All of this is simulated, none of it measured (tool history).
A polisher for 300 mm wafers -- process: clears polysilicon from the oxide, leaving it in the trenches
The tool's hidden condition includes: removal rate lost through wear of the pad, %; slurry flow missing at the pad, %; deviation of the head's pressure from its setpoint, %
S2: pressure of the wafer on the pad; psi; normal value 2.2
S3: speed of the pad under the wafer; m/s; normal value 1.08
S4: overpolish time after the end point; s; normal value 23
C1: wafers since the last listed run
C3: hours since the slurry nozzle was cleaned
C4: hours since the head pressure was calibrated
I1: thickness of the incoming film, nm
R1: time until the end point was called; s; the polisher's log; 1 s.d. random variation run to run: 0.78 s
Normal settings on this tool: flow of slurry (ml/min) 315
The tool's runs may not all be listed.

{"run": 1, "hour": 0.0, "flow of slurry (ml/min)": 315, "S2": 2.2, "S3": 1.16, "S4": 23, "C1": 0, "wafers polished on this pad": 657, "C3": 280.5, "C4": 439.8, "I1": 764.9, "R1": 60.1}
{"run": 2, "hour": 14.9, "flow of slurry (ml/min)": 315, "S2": 2.2, "S3": 1.16, "S4": 23, "C1": 144, "wafers polished on this pad": 801, "C3": 295.4, "C4": 454.7, "I1": 751.5, "R1": 59.2}
{"run": 3, "hour": 26.2, "flow of slurry (ml/min)": 315, "S2": 2.2, "S3": 1.16, "S4": 23, "C1": 109, "wafers polished on this pad": 911, "C3": 306.7, "C4": 466.0, "I1": 755.0, "R1": 58.3}
{"run": 4, "hour": 42.9, "flow of slurry (ml/min)": 315, "S2": 2.2, "S3": 0.86, "S4": 23, "C1": 162, "wafers polished on this pad": 1073, "C3": 323.4, "C4": 482.7, "I1": 734.7, "R1": 80.5}
{"hour": 49.4, "done": "worn pad replaced by a new one, of another model than before"}
{"run": 5, "hour": 53.4, "flow of slurry (ml/min)": 315, "S2": 2.2, "S3": 0.86, "S4": 23, "C1": 63, "wafers polished on this pad": 38, "C3": 333.9, "C4": 493.2, "I1": 754.0, "R1": 70.7}
{"run": 6, "hour": 63.0, "flow of slurry (ml/min)": 315, "S2": 2.4, "S3": 1.08, "S4": 23, "C1": 93, "wafers polished on this pad": 131, "C3": 343.5, "C4": 502.8, "I1": 744.4, "R1": 59.1}
{"run": 7, "hour": 73.8, "flow of slurry (ml/min)": 315, "S2": 2.2, "S3": 1.08, "S4": 23, "C1": 104, "wafers polished on this pad": 236, "C3": 354.3, "C4": 513.6, "I1": 750.4, "R1": 60.5}
{"run": 8, "hour": 90.0, "flow of slurry (ml/min)": 315, "S2": 2.2, "S3": 1.08, "S4": 23, "C1": 157, "wafers polished on this pad": 394, "C3": 370.5, "C4": 529.8, "I1": 763.0, "R1": 61.7}
{"run": 9, "hour": 102.8, "flow of slurry (ml/min)": 250, "S2": 2.2, "S3": 1.08, "S4": 23, "C1": 124, "wafers polished on this pad": 518, "C3": 383.3, "C4": 542.6, "I1": 739.5, "R1": 65.2}
{"run": 10, "hour": 119.6, "flow of slurry (ml/min)": 250, "S2": 2.2, "S3": 1.08, "S4": 23, "C1": 163, "wafers polished on this pad": 681, "C3": 400.1, "C4": 559.4, "I1": 757.1, "R1": 66.5}
{"run": 11, "hour": 127.9, "flow of slurry (ml/min)": 250, "S2": 2.2, "S3": 1.08, "S4": 23, "C1": 80, "wafers polished on this pad": 762, "C3": 408.4, "C4": 567.7, "I1": 761.1, "R1": 67.9}
{"hour": 162.6, "done": "worn pad replaced by a new one"}
{"run": 12, "hour": 163.7, "flow of slurry (ml/min)": 280, "S2": 2.2, "S3": 1.16, "S4": 23, "C1": 308, "wafers polished on this pad": 10, "C3": 444.2, "C4": 603.5, "I1": 756.4, "R1": 59.8}
{"run": 13, "hour": 174.7, "flow of slurry (ml/min)": 280, "S2": 2.2, "S3": 1.2, "S4": 17, "C1": 106, "wafers polished on this pad": 117, "C3": 455.2, "C4": 614.5, "I1": 749.0, "R1": 57.4}
{"run": 14, "hour": 189.0, "flow of slurry (ml/min)": 315, "S2": 2.2, "S3": 1.08, "S4": 23, "C1": 138, "wafers polished on this pad": 256, "C3": 469.5, "C4": 628.8, "I1": 746.3, "R1": 61.0}
{"run": 15, "hour": 199.0, "flow of slurry (ml/min)": 315, "S2": 2.2, "S3": 1.08, "S4": 23, "C1": 97, "wafers polished on this pad": 353, "C3": 479.5, "C4": 638.8, "I1": 746.5, "R1": 59.7}
{"run": 16, "hour": 212.3, "flow of slurry (ml/min)": 245, "S2": 2.2, "S3": 0.72, "S4": 18, "C1": 129, "wafers polished on this pad": 482, "C3": 492.8, "C4": 652.1, "I1": 751.1, "R1": 84.2}
{"run": 17, "hour": 224.4, "flow of slurry (ml/min)": 350, "S2": 2.2, "S3": 1.08, "S4": 32, "C1": 117, "wafers polished on this pad": 599, "C3": 504.9, "C4": 664.2, "I1": 750.3, "R1": 60.0}
{"run": 18, "hour": 237.8, "flow of slurry (ml/min)": 385, "S2": 2.9, "S3": 1.28, "S4": 34, "C1": 130, "wafers polished on this pad": 729, "C3": 518.3, "C4": 677.6, "I1": 759.3, "R1": 51.1}
{"run": 19, "hour": 252.8, "flow of slurry (ml/min)": 205, "S2": 2.5, "S3": 1.08, "S4": 11, "C1": 145, "wafers polished on this pad": 875, "C3": 533.3, "C4": 692.6, "I1": 739.9, "R1": 69.6}
{"run": 20, "hour": 261.0, "flow of slurry (ml/min)": 315, "S2": 2.2, "S3": 1.08, "S4": 23, "C1": 79, "wafers polished on this pad": 955, "C3": 541.5, "C4": 700.8, "I1": 761.7, "R1": 65.6}
{"hour": 268.2, "done": "worn pad replaced by a new one"}
{"run": 21, "hour": 276.7, "flow of slurry (ml/min)": 250, "S2": 2.2, "S3": 1.08, "S4": 23, "C1": 113, "wafers polished on this pad": 82, "C3": 557.2, "C4": 716.5, "I1": 746.4, "R1": 61.9}
{"hour": 281.7, "done": "slurry nozzle cleaned"}
{"run": 22, "hour": 289.2, "flow of slurry (ml/min)": 315, "S2": 2.2, "S3": 1.08, "S4": 12, "C1": 111, "wafers polished on this pad": 194, "C3": 7.5, "C4": 729.0, "I1": 751.4, "R1": 59.2}
{"run": 23, "hour": 302.6, "flow of slurry (ml/min)": 315, "S2": 1.9, "S3": 1.4, "S4": 13, "C1": 130, "wafers polished on this pad": 324, "C3": 20.9, "C4": 742.4, "I1": 754.5, "R1": 53.6}
{"run": 24, "hour": 309.9, "flow of slurry (ml/min)": 315, "S2": 2.2, "S3": 1.08, "S4": 28, "C1": 70, "wafers polished on this pad": 395, "C3": 28.2, "C4": 749.7, "I1": 752.1, "R1": 60.7}
{"hour": 320.7, "done": "head pressure recalibrated"}
{"run": 25, "hour": 327.3, "flow of slurry (ml/min)": 315, "S2": 2.2, "S3": 1.34, "S4": 23, "C1": 149, "wafers polished on this pad": 544, "C3": 45.6, "C4": 6.6, "I1": 749.0, "R1": 52.8}
{"run": 26, "hour": 337.4, "flow of slurry (ml/min)": 285, "S2": 2.6, "S3": 1.42, "S4": 32, "C1": 98, "wafers polished on this pad": 642, "C3": 55.7, "C4": 16.7, "I1": 749.3, "R1": 49.7}
{"run": 27, "hour": 344.5, "flow of slurry (ml/min)": 315, "S2": 2.6, "S3": 1.08, "S4": 23, "C1": 68, "wafers polished on this pad": 711, "C3": 62.8, "C4": 23.8, "I1": 749.0, "R1": 60.3}
{"run": 28, "hour": 378.1, "flow of slurry (ml/min)": 315, "S2": 2.2, "S3": 1.08, "S4": 23, "C1": 326, "wafers polished on this pad": 1037, "C3": 96.4, "C4": 57.4, "I1": 736.6, "R1": 63.8}
{"run": 29, "hour": 389.0, "flow of slurry (ml/min)": 405, "S2": 1.6, "S3": 1.36, "S4": 18, "C1": 105, "wafers polished on this pad": 1143, "C3": 107.3, "C4": 68.3, "I1": 748.5, "R1": 59.6}
{"hour": 393.5, "done": "worn pad replaced by a new one"}
{"run": 30, "hour": 400.5, "flow of slurry (ml/min)": 275, "S2": 2.2, "S3": 1.08, "S4": 23, "C1": 72, "wafers polished on this pad": 68, "C3": 118.8, "C4": 79.8, "I1": 742.6, "R1": 60.1}
{"run": 31, "hour": 410.6, "flow of slurry (ml/min)": 315, "S2": 2.5, "S3": 1.3, "S4": 23, "C1": 98, "wafers polished on this pad": 166, "C3": 128.9, "C4": 89.9, "I1": 749.4, "R1": 49.7}
{"run": 32, "hour": 417.4, "flow of slurry (ml/min)": 315, "S2": 2.2, "S3": 1.34, "S4": 23, "C1": 66, "wafers polished on this pad": 232, "C3": 135.7, "C4": 96.7, "I1": 747.5, "R1": 52.1}
{"run": 33, "hour": 429.8, "flow of slurry (ml/min)": 315, "S2": 3.0, "S3": 0.78, "S4": 23, "C1": 120, "wafers polished on this pad": 352, "C3": 148.1, "C4": 109.1, "I1": 747.2, "R1": 67.4}
{"run": 34, "hour": 446.9, "flow of slurry (ml/min)": 315, "S2": 2.2, "S3": 1.08, "S4": 37, "C1": 166, "wafers polished on this pad": 518, "C3": 165.2, "C4": 126.2, "I1": 756.9, "R1": 62.0}

Results for each run, recomputed without the tool's hidden state and with each run's random variation untouched:
run=1 R1=56.9
run=2 R1=55.3
run=3 R1=54.0
run=4 R1=73.6
run=5 R1=69.8
run=6 R1=57.9
run=7 R1=58.7
run=8 R1=59.2
run=9 R1=61.9
run=10 R1=62.3
run=11 R1=63.1
run=12 R1=59.1
run=13 R1=56.2
run=14 R1=59.1
run=15 R1=57.4
run=16 R1=80.1
run=17 R1=56.5
run=18 R1=47.6
run=19 R1=64.1
run=20 R1=59.9
run=21 R1=61.4
run=22 R1=58.1
run=23 R1=52.1
run=24 R1=58.6
run=25 R1=50.3
run=26 R1=47.0
run=27 R1=56.6
run=28 R1=58.3
run=29 R1=54.0
run=30 R1=59.8
run=31 R1=49.1
run=32 R1=51.1
run=33 R1=65.5
run=34 R1=59.4
